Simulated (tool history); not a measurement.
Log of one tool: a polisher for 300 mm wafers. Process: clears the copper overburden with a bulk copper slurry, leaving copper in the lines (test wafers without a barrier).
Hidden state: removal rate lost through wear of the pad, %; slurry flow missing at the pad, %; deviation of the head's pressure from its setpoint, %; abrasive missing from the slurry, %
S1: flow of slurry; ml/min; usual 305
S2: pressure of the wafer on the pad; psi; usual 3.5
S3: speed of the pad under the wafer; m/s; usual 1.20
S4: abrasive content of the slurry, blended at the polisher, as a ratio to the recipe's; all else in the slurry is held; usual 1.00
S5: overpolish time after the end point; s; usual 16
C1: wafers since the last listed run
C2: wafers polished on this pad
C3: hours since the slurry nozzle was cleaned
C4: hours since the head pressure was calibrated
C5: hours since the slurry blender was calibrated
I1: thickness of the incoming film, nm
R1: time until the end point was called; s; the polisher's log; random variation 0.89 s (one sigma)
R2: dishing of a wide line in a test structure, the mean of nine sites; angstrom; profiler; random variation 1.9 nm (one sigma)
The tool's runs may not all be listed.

Run 1, hour 0.0: usual settings; C1 0; C2 1539; C3 110.5; C4 73.5; C5 21.9; I1 609.9. Result: R1 53.1 s, R2 852 angstrom.
Run 2, hour 48.7: usual settings; C1 544; C2 2083; C3 159.2; C4 122.2; C5 70.6; I1 619.8. Result: R1 55.9 s, R2 850 angstrom.
Run 3, hour 92.2: usual settings; C1 486; C2 2570; C3 202.7; C4 165.7; C5 114.1; I1 619.5. Result: R1 56.8 s, R2 838 angstrom.
At hour 130.2: worn pad replaced by a new one.
Run 4, hour 146.2: usual settings; C1 558; C2 178; C3 256.7; C4 219.7; C5 168.1; I1 617.2. Result: R1 50.5 s, R2 912 angstrom.
At hour 233.5: slurry nozzle cleaned.
Run 5, hour 233.8: usual settings; C1 968; C2 1146; C3 0.3; C4 307.3; C5 255.7; I1 628.9. Result: R1 57.7 s, R2 861 angstrom.
Run 6, hour 330.7: usual settings; C1 1083; C2 2230; C3 97.2; C4 404.2; C5 352.6; I1 611.8. Result: R1 58.7 s, R2 801 angstrom.
Run 7, hour 434.9: usual settings but S2 3.0 psi, S3 1.00 m/s; C1 1164; C2 3395; C3 201.4; C4 508.4; C5 456.8; I1 627.9. Result: R1 88.8 s, R2 636 angstrom.
At hour 453.9: slurry blender recalibrated.
At hour 466.2: worn pad replaced by a new one.
Run 8, hour 474.7: usual settings; C1 377; C2 95; C3 241.2; C4 548.2; C5 20.8; I1 623.3. Result: R1 50.6 s, R2 907 angstrom.
Run 9, hour 518.1: usual settings; C1 485; C2 580; C3 284.6; C4 591.6; C5 64.2; I1 624.0. Result: R1 53.6 s, R2 857 angstrom.
At hour 583.8: slurry nozzle cleaned.
Run 10, hour 612.6: usual settings but S1 400 ml/min, S3 1.00 m/s, S5 21 s; C1 1045; C2 1625; C3 28.8; C4 686.1; C5 158.7; I1 630.2. Result: R1 63.8 s, R2 904 angstrom.
Run 11, hour 759.6: usual settings; C1 1643; C2 3269; C3 175.8; C4 833.1; C5 305.7; I1 627.1. Result: R1 60.7 s, R2 797 angstrom.
At hour 801.7: worn pad replaced by a new one.
Run 12, hour 802.2: usual settings but S2 2.9 psi; C1 431; C2 5; C3 218.4; C4 875.7; C5 348.3; I1 620.6. Result: R1 61.8 s, R2 725 angstrom.
Run 13, hour 872.4: usual settings but S5 21 s; C1 784; C2 790; C3 288.6; C4 945.9; C5 418.5; I1 631.0. Result: R1 60.5 s, R2 965 angstrom.
At hour 929.2: slurry blender recalibrated.
At hour 946.2: slurry nozzle cleaned.
Run 14, hour 961.6: usual settings but S5 8 s; C1 963; C2 1753; C3 15.4; C4 1035.1; C5 32.4; I1 624.6. Result: R1 54.9 s, R2 549 angstrom.
At hour 1029.9: head pressure recalibrated.
Run 15, hour 1057.5: usual settings but S2 2.8 psi, S5 10 s; C1 1049; C2 2803; C3 111.3; C4 27.6; C5 128.3; I1 621.3. Result: R1 68.6 s, R2 512 angstrom.
At hour 1133.4: worn pad replaced by a new one.
Run 16, hour 1147.1: usual settings but S2 2.9 psi, S5 12 s; C1 956; C2 152; C3 200.9; C4 117.2; C5 217.9; I1 610.1. Result: R1 59.7 s, R2 647 angstrom.
Run 17, hour 1238.9: usual settings; C1 1026; C2 1179; C3 292.7; C4 209.0; C5 309.7; I1 611.0. Result: R1 56.5 s, R2 842 angstrom.
At hour 1298.3: slurry nozzle cleaned.
At hour 1306.6: slurry blender recalibrated.
At hour 1460.8: worn pad replaced by a new one.
Run 18, hour 1496.2: usual settings but S1 235 ml/min, S5 11 s; C1 2798; C2 396; C3 197.9; C4 466.3; C5 189.6; I1 624.4. Result: R1 53.9 s, R2 687 angstrom.

Forecast each of these 5 alternatives for the next run:
Run A, hour 1496.6: usual settings but S2 4.5 psi; C1 4; C2 400; C3 198.3; C4 466.7; C5 190.0; I1 611.5. Result: R1 ?, R2 ?.
Run B, hour 1496.6: usual settings but S4 0.85; C1 4; C2 400; C3 198.3; C4 466.7; C5 190.0; I1 611.5. Result: R1 ?, R2 ?.
Run C, hour 1496.6: usual settings but S1 370 ml/min; C1 4; C2 400; C3 198.3; C4 466.7; C5 190.0; I1 611.5. Result: R1 ?, R2 ?.
Run D, hour 1496.6: usual settings but S1 250 ml/min, S3 1.52 m/s; C1 4; C2 400; C3 198.3; C4 466.7; C5 190.0; I1 611.5. Result: R1 ?, R2 ?.
Run E, hour 1496.6: usual settings but S1 345 ml/min, S2 3.0 psi, S4 1.15, S5 9 s; C1 4; C2 400; C3 198.3; C4 466.7; C5 190.0; I1 611.5. Result: R1 ?, R2 ?.

run    R1    R2
  A  41.1  1071
  B  55.0   880
  C  52.0   907
  D  44.6   979
  E  58.9   568
Without the tool's hidden state the same runs would have given:
run    R1    R2
  A  38.3  1107
  B  51.2   914
  C  48.4   941
  D  41.5  1012
  E  54.8   599

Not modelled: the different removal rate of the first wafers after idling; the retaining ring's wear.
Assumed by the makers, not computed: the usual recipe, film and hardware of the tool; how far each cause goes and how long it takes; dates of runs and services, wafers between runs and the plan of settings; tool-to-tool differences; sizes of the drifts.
